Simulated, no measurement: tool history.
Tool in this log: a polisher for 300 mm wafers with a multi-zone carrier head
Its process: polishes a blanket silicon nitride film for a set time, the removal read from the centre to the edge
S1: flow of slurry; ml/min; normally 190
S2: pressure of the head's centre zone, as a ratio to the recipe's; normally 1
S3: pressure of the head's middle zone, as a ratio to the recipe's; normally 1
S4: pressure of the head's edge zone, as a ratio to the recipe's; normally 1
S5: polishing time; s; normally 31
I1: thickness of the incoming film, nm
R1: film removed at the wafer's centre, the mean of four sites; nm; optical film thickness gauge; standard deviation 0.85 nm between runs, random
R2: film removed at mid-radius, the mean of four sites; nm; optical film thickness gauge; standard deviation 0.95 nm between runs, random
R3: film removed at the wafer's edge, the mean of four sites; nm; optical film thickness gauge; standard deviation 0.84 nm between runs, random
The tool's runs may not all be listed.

Run 1, day 0: usual settings but S2 1.07; I1 391.9. Result: R1 85.4 nm, R2 72.2 nm, R3 71.6 nm.
At day 2.079: slurry nozzle cleaned.
Run 2, day 2.5: usual settings but S2 1.07; I1 393.6. Result: R1 85.8 nm, R2 72 nm, R3 70.4 nm.
Run 3, day 4.421: usual settings; I1 385.8. Result: R1 83.7 nm, R2 71.8 nm, R3 73 nm.
Run 4, day 5.929: usual settings but S1 235 ml/min, S2 1.07; I1 386.4. Result: R1 90.1 nm, R2 73.9 nm, R3 74 nm.
At day 8.162: worn pad replaced by a new one.
At day 8.629: centre zone pressure recalibrated.
Run 5, day 10.429: usual settings but S1 235 ml/min, S2 1.07; I1 386.5. Result: R1 81.3 nm, R2 74.9 nm, R3 73.3 nm.
At day 10.783: edge zone pressure recalibrated.
Run 6, day 13.162: usual settings but S1 235 ml/min, S2 1.07; I1 386.2. Result: R1 83.8 nm, R2 74.5 nm, R3 72.3 nm.
Run 7, day 16.338: usual settings but S2 1.04, S5 36 s; I1 392.3. Result: R1 93.3 nm, R2 83.2 nm, R3 83.4 nm.
Run 8, day 20.246: usual settings but S2 1.04, S5 36 s; I1 388.2. Result: R1 95.9 nm, R2 84.4 nm, R3 83.2 nm.
At day 21.758: slurry nozzle cleaned.
At day 22.038: centre zone pressure recalibrated.
At day 22.238: worn pad replaced by a new one.
At day 27.438: carrier head's membrane replaced by a new one.
Run 9, day 30.075: usual settings; I1 389.6. Result: R1 76.9 nm, R2 72.4 nm, R3 72.9 nm.
Run 10, day 34.575: usual settings; I1 389.3. Result: R1 81.5 nm, R2 72.4 nm, R3 71.5 nm.
At day 34.817: worn pad replaced by a new one.
At day 34.85: centre zone pressure recalibrated.
Run 11, day 36.517: usual settings but S1 165 ml/min, S4 1.06, S5 25 s; I1 387.6. Result: R1 58.5 nm, R2 56.8 nm, R3 58.1 nm.
At day 37.888: edge zone pressure recalibrated.
Run 12, day 39.854: usual settings but S5 23 s; I1 381.7. Result: R1 57 nm, R2 53.6 nm, R3 52.9 nm.
Run 13, day 43.025: usual settings but S1 155 ml/min, S2 1.04, S4 1.06; I1 394.7. Result: R1 76.1 nm, R2 70.2 nm, R3 73.3 nm.
Run 14, day 45.412: usual settings; I1 389.3. Result: R1 78.1 nm, R2 72.9 nm, R3 70.2 nm.
At day 47.154: centre zone pressure recalibrated.
At day 47.342: slurry nozzle cleaned.
At day 48.383: worn pad replaced by a new one.
Run 15, day 49.121: usual settings but S2 1.05, S4 1.11; I1 394. Result: R1 76.9 nm, R2 71.2 nm, R3 75.5 nm.
Run 16, day 51.408: usual settings but S1 135 ml/min, S2 1.12, S3 0.97, S5 34 s; I1 396.2. Result: R1 85.4 nm, R2 71.6 nm, R3 74 nm.
Run 17, day 54.062: usual settings; I1 388.4. Result: R1 77.8 nm, R2 72 nm, R3 71.4 nm.
Run 18, day 57.767: usual settings but S2 1.05, S4 1.11; I1 390.4. Result: R1 84.3 nm, R2 73 nm, R3 75.1 nm.
Run 19, day 59.617: usual settings but S1 245 ml/min, S2 0.9, S5 41 s; I1 387.1. Result: R1 101.8 nm, R2 99.9 nm, R3 98.4 nm.
At day 60.7: edge zone pressure recalibrated.
At day 60.958: centre zone pressure recalibrated.
At day 64.571: worn pad replaced by a new one.
Run 20, day 67.904: usual settings but S5 28 s; I1 395.9. Result: R1 70.7 nm, R2 65.2 nm, R3 64.8 nm.
At day 71.712: slurry nozzle cleaned.
Run 21, day 72.012: usual settings but S1 130 ml/min, S2 0.93, S3 1.03, S4 0.9; I1 391.7. Result: R1 68.1 nm, R2 69.1 nm, R3 65.3 nm.

Selected run-to-run steps in R1, each split into two signed amounts: the part the tool would show with no hidden state at all (from settings, incoming material and random variation), and the remainder, which goes to the hidden state together with any gauge scatter not common to the measured and the hidden-state-free results:
The hidden state here: removal rate lost through wear of the pad, %; slurry flow missing at the pad, %; deviation of the centre zone's pressure from its setpoint, %; deviation of the edge zone's pressure from its setpoint, %.
Run 4 -> 5: worn pad replaced by a new one, centre zone pressure recalibrated. R1 -8.8 nm: hidden state -9.5, all else +0.7.
Run 10 -> 11: S1 190 -> 165, S4 1 -> 1.06, S5 31 -> 25, worn pad replaced by a new one, centre zone pressure recalibrated. R1 -23 nm: hidden state -6.3, all else -16.7.
Run 19 -> 20: S1 245 -> 190, S2 0.9 -> 1, S5 41 -> 28, edge zone pressure recalibrated, centre zone pressure recalibrated, worn pad replaced by a new one. R1 -31.1 nm: hidden state -5.7, all else -25.4.
